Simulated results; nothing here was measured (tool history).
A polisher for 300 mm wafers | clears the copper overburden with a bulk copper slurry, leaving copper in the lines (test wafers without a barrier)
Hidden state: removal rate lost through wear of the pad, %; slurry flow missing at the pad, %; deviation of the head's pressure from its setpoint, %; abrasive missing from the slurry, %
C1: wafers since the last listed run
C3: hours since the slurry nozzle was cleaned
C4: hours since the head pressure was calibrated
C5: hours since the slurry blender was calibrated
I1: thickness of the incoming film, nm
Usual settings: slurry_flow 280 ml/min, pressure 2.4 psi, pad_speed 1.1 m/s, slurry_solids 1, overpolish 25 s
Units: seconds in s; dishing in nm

Run 1, day 0: usual settings but slurry_flow 325 ml/min; C1 0; wafers polished on this pad 75; C3 669.8; C4 374; C5 75.9; I1 867.8. Result: seconds 109.4 s, dishing 108.9 nm.
Run 2, day 0.721: usual settings; C1 90; wafers polished on this pad 165; C3 687.1; C4 391.3; C5 93.2; I1 862.7. Result: seconds 110.2 s, dishing 109 nm.
Run 3, day 2.029: usual settings but overpolish 31 s; C1 164; wafers polished on this pad 330; C3 718.5; C4 422.7; C5 124.6; I1 863.1. Result: seconds 117.2 s, dishing 122.9 nm.
Run 4, day 2.975: usual settings but overpolish 37 s; C1 118; wafers polished on this pad 449; C3 741.2; C4 445.4; C5 147.3; I1 880.2. Result: seconds 120.2 s, dishing 129.5 nm.
Run 5, day 3.825: usual settings but slurry_flow 240 ml/min; C1 106; wafers polished on this pad 555; C3 761.6; C4 465.8; C5 167.7; I1 871.1. Result: seconds 120.6 s, dishing 103.9 nm.
At day 5.05: slurry nozzle cleaned.
Run 6, day 5.071: usual settings; C1 151; wafers polished on this pad 707; C3 0.5; C4 495.7; C5 197.6; I1 866.2. Result: seconds 120.5 s, dishing 103.5 nm.
At day 5.858: slurry blender recalibrated.
Run 7, day 5.971: usual settings but slurry_flow 225 ml/min, slurry_solids 0.9; C1 102; wafers polished on this pad 809; C3 22.1; C4 517.3; C5 2.7; I1 872.1. Result: seconds 118.6 s, dishing 104.8 nm.
Run 8, day 7.392: usual settings but slurry_flow 375 ml/min, pressure 2 psi, pad_speed 1.32 m/s, slurry_solids 0.8; C1 178; wafers polished on this pad 988; C3 56.2; C4 551.4; C5 36.8; I1 864.7. Result: seconds 128.5 s, dishing 95.6 nm.
At day 8.433: worn pad replaced by a new one.
Run 9, day 8.658: usual settings but slurry_solids 0.8; C1 138; wafers polished on this pad 28; C3 86.6; C4 581.8; C5 67.2; I1 880. Result: seconds 114.3 s, dishing 107.1 nm.
Run 10, day 9.188: usual settings; C1 66; wafers polished on this pad 94; C3 99.3; C4 594.5; C5 79.9; I1 873.6. Result: seconds 109.6 s, dishing 110.1 nm.
Run 11, day 10.438: usual settings; C1 157; wafers polished on this pad 251; C3 129.3; C4 624.5; C5 109.9; I1 878. Result: seconds 115.6 s, dishing 106.4 nm.
Run 12, day 10.967: usual settings but pad_speed 1.32 m/s, overpolish 32 s; C1 66; wafers polished on this pad 318; C3 142; C4 637.2; C5 122.6; I1 871.7. Result: seconds 103.7 s, dishing 131.9 nm.
At day 11.358: head pressure recalibrated.
Run 13, day 11.942: usual settings but slurry_flow 190 ml/min, overpolish 30 s; C1 112; wafers polished on this pad 430; C3 165.4; C4 14; C5 146; I1 874.3. Result: seconds 122.8 s, dishing 114.9 nm.
Run 14, day 13.246: usual settings; C1 163; wafers polished on this pad 593; C3 196.7; C4 45.3; C5 177.3; I1 871.1. Result: seconds 121.7 s, dishing 105.7 nm.
At day 13.562: slurry blender recalibrated.
Run 15, day 14.617: usual settings but slurry_flow 205 ml/min, pressure 1.8 psi; C1 161; wafers polished on this pad 755; C3 229.6; C4 78.2; C5 25.3; I1 867.2. Result: seconds 155.9 s, dishing 81.2 nm.
Run 16, day 15.142: usual settings but slurry_flow 190 ml/min, overpolish 30 s; C1 65; wafers polished on this pad 821; C3 242.2; C4 90.8; C5 37.9; I1 879. Result: seconds 121.3 s, dishing 114.4 nm.
At day 15.454: worn pad replaced by a new one.
Run 17, day 16.175: usual settings; C1 108; wafers polished on this pad 90; C3 267; C4 115.6; C5 62.7; I1 877.7. Result: seconds 110.7 s, dishing 106.4 nm.
Run 18, day 17.475: usual settings but overpolish 31 s; C1 163; wafers polished on this pad 254; C3 298.2; C4 146.8; C5 93.9; I1 873.1. Result: seconds 116.8 s, dishing 122.5 nm.
Run 19, day 18.346: usual settings but pressure 1.7 psi, overpolish 16 s; C1 109; wafers polished on this pad 363; C3 319.1; C4 167.7; C5 114.8; I1 880.7. Result: seconds 167.4 s, dishing 57.7 nm.
Run 20, day 19.717: usual settings but pad_speed 0.96 m/s, slurry_solids 1.25, overpolish 18 s; C1 172; wafers polished on this pad 535; C3 352; C4 200.6; C5 147.7; I1 872.1. Result: seconds 125.2 s, dishing 81.1 nm.

Forecast run 21:
Run 21, day 20.504: usual settings; C1 98; wafers polished on this pad 634; C3 370.9; C4 219.5; C5 166.6; I1 858.7. Result: seconds ?, dishing ?.

Run 21 gave seconds 122.4 s, dishing 101.9 nm.
Without the tool's hidden state the same run would have given seconds 100.5 s, dishing 114.3 nm.
